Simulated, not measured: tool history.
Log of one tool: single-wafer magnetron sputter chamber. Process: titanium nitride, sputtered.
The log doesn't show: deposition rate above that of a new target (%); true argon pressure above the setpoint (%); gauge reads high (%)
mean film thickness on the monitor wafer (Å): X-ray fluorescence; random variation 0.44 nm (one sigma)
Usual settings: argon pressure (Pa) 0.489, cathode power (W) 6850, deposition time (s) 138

| run | day | argon pressure (Pa) | cathode power (W) | deposition time (s) | wafers since the last listed run | wafers on the sputter target | hours since the last manometer calibration | hours since the magnet pack was replaced | hours since the gauge calibration | read-back reference wafer on the same gauge, thickness_nm | mean film thickness on the monitor wafer (Å) |
|---|---|---|---|---|---|---|---|---|---|---|---|
| 1 | 0.000 | 0.489 | 7850 | 138 | 0 | 3219 | 1366.8 | 6891.7 | 861.0 | 140.044 | 1767.29 |
| 2 | 1.829 | 0.489 | 6850 | 138 | 679 | 3899 | 1410.7 | 6935.6 | 904.9 | 140.136 | 1590.21 |
|  | 2.375 | sputter target and shields replaced |
| 3 | 3.425 | 0.489 | 6850 | 138 | 468 | 389 | 1449.0 | 6973.9 | 943.2 | 139.973 | 1614.67 |
| 4 | 5.762 | 0.489 | 6850 | 138 | 868 | 1257 | 1505.1 | 7030.0 | 999.3 | 139.955 | 1601.46 |
| 5 | 7.912 | 0.489 | 6850 | 138 | 798 | 2056 | 1556.7 | 7081.6 | 1050.9 | 140.090 | 1593.73 |
| 6 | 10.142 | 0.489 | 6850 | 138 | 827 | 2884 | 1610.2 | 7135.1 | 1104.4 | 140.095 | 1600.95 |
| 7 | 12.542 | 0.489 | 6850 | 138 | 891 | 3775 | 1667.8 | 7192.7 | 1162.0 | 139.776 | 1590.98 |
| 8 | 13.975 | 0.489 | 6850 | 138 | 532 | 4308 | 1702.2 | 7227.1 | 1196.4 | 140.071 | 1595.12 |
|  | 15.562 | sputter target and shields replaced |
|  | 16.254 | capacitance manometer re-zeroed and calibrated |
| 9 | 16.275 | 0.489 | 6850 | 138 | 606 | 140 | 0.5 | 7282.3 | 1251.6 | 139.845 | 1600.29 |
|  | 21.342 | gauge calibrated |
| 10 | 22.783 | 0.325 | 6850 | 138 | 2417 | 2557 | 156.7 | 7438.5 | 34.6 | 139.877 | 1651.37 |
| 11 | 25.383 | 0.489 | 6850 | 123 | 965 | 3523 | 219.1 | 7500.9 | 97.0 | 139.995 | 1416.97 |
|  | 26.738 | sputter target and shields replaced |
| 12 | 26.758 | 0.583 | 6850 | 138 | 386 | 7 | 252.1 | 7533.9 | 130.0 | 140.094 | 1592.62 |
| 13 | 31.788 | 0.489 | 7900 | 155 | 1868 | 1875 | 372.8 | 7654.6 | 250.7 | 140.009 | 1993.01 |
|  | 33.429 | magnet pack replaced |
| 14 | 39.696 | 0.625 | 6850 | 138 | 2813 | 4689 | 562.6 | 150.4 | 440.5 | 139.912 | 1545.41 |
|  | 40.092 | sputter target and shields replaced |
| 15 | 41.221 | 0.405 | 6850 | 112 | 442 | 419 | 599.2 | 187.0 | 477.1 | 140.024 | 1324.37 |
| 16 | 43.933 | 0.489 | 6850 | 153 | 1007 | 1426 | 664.3 | 252.1 | 542.2 | 139.922 | 1775.56 |
| 17 | 45.788 | 0.489 | 6850 | 138 | 688 | 2115 | 708.8 | 296.6 | 586.7 | 139.874 | 1588.07 |

4 ways to go on from here, each from the tool as it stands after run 17. What would each give?
| A | 45.804 | 0.489 | 6850 | 138 | 6 | 2121 | 709.2 | 297.0 | 587.1 | ? | ? |
| B | 45.804 | 0.620 | 6350 | 147 | 6 | 2121 | 709.2 | 297.0 | 587.1 | ? | ? |
| C | 45.804 | 0.489 | 6850 | 149 | 6 | 2121 | 709.2 | 297.0 | 587.1 | ? | ? |
| D | 45.804 | 0.660 | 6350 | 147 | 6 | 2121 | 709.2 | 297.0 | 587.1 | ? | ? |

| run | read-back reference wafer on the same gauge, thickness_nm | mean film thickness on the monitor wafer (Å) |
|---|---|---|
| A | 140.212 | 1591.45 |
| B | 140.212 | 1562.31 |
| C | 140.212 | 1718.31 |
| D | 140.212 | 1550.10 |
Without the tool's hidden state the same runs would have given:
| run | mean film thickness on the monitor wafer (Å) |
|---|---|
| A | 1611.20 |
| B | 1581.70 |
| C | 1739.63 |
| D | 1569.33 |
